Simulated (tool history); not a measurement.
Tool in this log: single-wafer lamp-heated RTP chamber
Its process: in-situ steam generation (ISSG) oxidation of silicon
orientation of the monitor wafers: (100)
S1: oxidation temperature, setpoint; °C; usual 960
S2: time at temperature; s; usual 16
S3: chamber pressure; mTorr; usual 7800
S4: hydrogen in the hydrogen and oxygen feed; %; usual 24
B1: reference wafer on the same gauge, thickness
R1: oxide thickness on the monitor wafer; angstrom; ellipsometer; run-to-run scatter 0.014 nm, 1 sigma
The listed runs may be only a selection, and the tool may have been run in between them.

{"run": 1, "day": 0.0, "S1": 960, "S2": 16, "S3": 7800, "S4": 19, "B1": 3.651, "R1": 39.98}
{"run": 2, "day": 2.275, "S1": 960, "S2": 16, "S3": 7800, "S4": 24, "B1": 3.652, "R1": 42.37}
{"run": 3, "day": 6.667, "S1": 960, "S2": 18, "S3": 7100, "S4": 24, "B1": 3.652, "R1": 44.59}
{"run": 4, "day": 9.304, "S1": 960, "S2": 18, "S3": 7100, "S4": 24, "B1": 3.652, "R1": 44.61}
{"day": 11.95, "done": "pyrometer window cleaned and pyrometer calibrated"}
{"run": 5, "day": 12.612, "S1": 960, "S2": 18, "S3": 7100, "S4": 24, "B1": 3.651, "R1": 44.01}
{"run": 6, "day": 14.446, "S1": 960, "S2": 16, "S3": 7800, "S4": 24, "B1": 3.652, "R1": 42.13}
{"day": 17.433, "done": "hydrogen flow controller replaced"}
{"run": 7, "day": 17.458, "S1": 960, "S2": 16, "S3": 7800, "S4": 24, "B1": 3.649, "R1": 42.17}
{"day": 19.288, "done": "gauge calibrated"}
{"run": 8, "day": 20.725, "S1": 960, "S2": 14, "S3": 7800, "S4": 24, "B1": 3.651, "R1": 40.5}
{"run": 9, "day": 24.438, "S1": 960, "S2": 16, "S3": 7800, "S4": 14, "B1": 3.653, "R1": 37.61}
{"run": 10, "day": 27.771, "S1": 954, "S2": 19, "S3": 6900, "S4": 28, "B1": 3.651, "R1": 46.76}
{"day": 31.808, "done": "pyrometer window cleaned and pyrometer calibrated"}
{"run": 11, "day": 31.829, "S1": 960, "S2": 16, "S3": 7800, "S4": 24, "B1": 3.652, "R1": 41.7}
{"day": 33.658, "done": "pressure gauge zeroed"}
{"run": 12, "day": 34.604, "S1": 941, "S2": 13, "S3": 7800, "S4": 24, "B1": 3.651, "R1": 36.74}
{"run": 13, "day": 36.525, "S1": 941, "S2": 13, "S3": 7800, "S4": 24, "B1": 3.647, "R1": 36.9}
{"run": 14, "day": 39.829, "S1": 944, "S2": 16, "S3": 8300, "S4": 24, "B1": 3.648, "R1": 40.12}
{"run": 15, "day": 44.025, "S1": 960, "S2": 16, "S3": 7800, "S4": 24, "B1": 3.651, "R1": 42.48}
{"run": 16, "day": 47.838, "S1": 960, "S2": 18, "S3": 7800, "S4": 29, "B1": 3.651, "R1": 47.09}
{"run": 17, "day": 51.933, "S1": 980, "S2": 16, "S3": 7800, "S4": 24, "B1": 3.65, "R1": 46.05}

Each row is a separate what-if for the run after 17, all from the same tool condition, not one after another. Results?
{"run": "A", "day": 51.954, "S1": 960, "S2": 16, "S3": 7800, "S4": 24, "B1": "?", "R1": "?"}
{"run": "B", "day": 51.954, "S1": 966, "S2": 14, "S3": 8700, "S4": 24, "B1": "?", "R1": "?"}
{"run": "C", "day": 51.954, "S1": 971, "S2": 16, "S3": 9000, "S4": 17, "B1": "?", "R1": "?"}

run=A B1=3.649 R1=42.87
run=B B1=3.649 R1=41.13
run=C B1=3.649 R1=40.64
Had the tool no hidden state, the same runs would have come out as:
run=A R1=41.67
run=B R1=40
run=C R1=39.43

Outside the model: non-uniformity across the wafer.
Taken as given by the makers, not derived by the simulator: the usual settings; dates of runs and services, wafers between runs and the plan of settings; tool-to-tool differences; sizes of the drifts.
